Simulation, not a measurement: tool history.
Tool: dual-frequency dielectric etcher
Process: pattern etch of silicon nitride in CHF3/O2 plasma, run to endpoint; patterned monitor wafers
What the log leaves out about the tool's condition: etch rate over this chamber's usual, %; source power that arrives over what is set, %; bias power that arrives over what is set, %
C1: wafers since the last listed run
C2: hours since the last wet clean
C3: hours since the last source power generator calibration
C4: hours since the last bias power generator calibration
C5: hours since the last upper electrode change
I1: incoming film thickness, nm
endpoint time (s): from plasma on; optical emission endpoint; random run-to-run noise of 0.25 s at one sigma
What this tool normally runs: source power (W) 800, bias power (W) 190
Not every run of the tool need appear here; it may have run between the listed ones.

Run 1, hour 0: usual settings but bias power (W) 215; C1 0; C2 341.3; C3 4110.9; C4 2754.4; C5 4574; I1 56.5. Result: endpoint time (s) 35.1.
Run 2, hour 31.1: usual settings but source power (W) 840; C1 373; C2 372.4; C3 4142; C4 2785.5; C5 4605.1; I1 57.2. Result: endpoint time (s) 36.3.
Run 3, hour 48.3: usual settings but source power (W) 840; C1 206; C2 389.6; C3 4159.2; C4 2802.7; C5 4622.3; I1 57.4. Result: endpoint time (s) 36.4.
Run 4, hour 70.8: usual settings but source power (W) 840; C1 270; C2 412.1; C3 4181.7; C4 2825.2; C5 4644.8; I1 56.6. Result: endpoint time (s) 36.3.
Run 5, hour 84.8: usual settings; C1 168; C2 426.1; C3 4195.7; C4 2839.2; C5 4658.8; I1 57.1. Result: endpoint time (s) 36.9.
Run 6, hour 114.8: usual settings; C1 360; C2 456.1; C3 4225.7; C4 2869.2; C5 4688.8; I1 56.9. Result: endpoint time (s) 36.7.
Run 7, hour 128.3: usual settings; C1 162; C2 469.6; C3 4239.2; C4 2882.7; C5 4702.3; I1 56. Result: endpoint time (s) 36.9.
Run 8, hour 156.6: usual settings; C1 339; C2 497.9; C3 4267.5; C4 2911; C5 4730.6; I1 56.7. Result: endpoint time (s) 37.6.
At hour 176: source power generator calibrated.
Run 9, hour 176.5: usual settings but source power (W) 620, bias power (W) 214; C1 190; C2 517.8; C3 0.5; C4 2930.9; C5 4750.5; I1 57. Result: endpoint time (s) 39.2.
Run 10, hour 197.7: usual settings but bias power (W) 230; C1 254; C2 539; C3 21.7; C4 2952.1; C5 4771.7; I1 57.4. Result: endpoint time (s) 34.8.
At hour 222.4: upper electrode replaced.
At hour 226.4: wet clean of the chamber.
Run 11, hour 226.9: usual settings but source power (W) 660; C1 14; C2 0.5; C3 50.9; C4 2981.3; C5 4.5; I1 57.2. Result: endpoint time (s) 37.3.
Run 12, hour 230.7: usual settings; C1 45; C2 4.3; C3 54.7; C4 2985.1; C5 8.3; I1 57.3. Result: endpoint time (s) 35.5.
Run 13, hour 262.8: usual settings but source power (W) 740, bias power (W) 145; C1 385; C2 36.4; C3 86.8; C4 3017.2; C5 40.4; I1 56.6. Result: endpoint time (s) 39.7.
At hour 288.7: bias power generator calibrated.
Run 14, hour 294.5: usual settings but bias power (W) 208; C1 332; C2 68.1; C3 118.5; C4 5.8; C5 72.1; I1 57.1. Result: endpoint time (s) 34.6.
Run 15, hour 322.4: usual settings but source power (W) 630, bias power (W) 169; C1 335; C2 96; C3 146.4; C4 33.7; C5 100; I1 56.5. Result: endpoint time (s) 39.1.
Run 16, hour 345.2: usual settings but bias power (W) 215; C1 273; C2 118.8; C3 169.2; C4 56.5; C5 122.8; I1 57.1. Result: endpoint time (s) 34.2.
Run 17, hour 377.1: usual settings but source power (W) 870, bias power (W) 226; C1 383; C2 150.7; C3 201.1; C4 88.4; C5 154.7; I1 56.6. Result: endpoint time (s) 32.3.

What if the next run were any one of these 3? Each begins from the tool's condition after run 17:
Run A, hour 377.5: usual settings but source power (W) 740; C1 4; C2 151.1; C3 201.5; C4 88.8; C5 155.1; I1 57.3. Result: endpoint time (s) ?.
Run B, hour 377.5: usual settings but source power (W) 940, bias power (W) 231; C1 4; C2 151.1; C3 201.5; C4 88.8; C5 155.1; I1 57.3. Result: endpoint time (s) ?.
Run C, hour 377.5: usual settings but source power (W) 950, bias power (W) 213; C1 4; C2 151.1; C3 201.5; C4 88.8; C5 155.1; I1 57.3. Result: endpoint time (s) ?.

run  endpoint time (s)
  A               37.1
  B                 32
  C               32.9
Without the tool's unlogged condition, the same runs would have read:
run  endpoint time (s)
  A               36.5
  B               31.5
  C               32.4
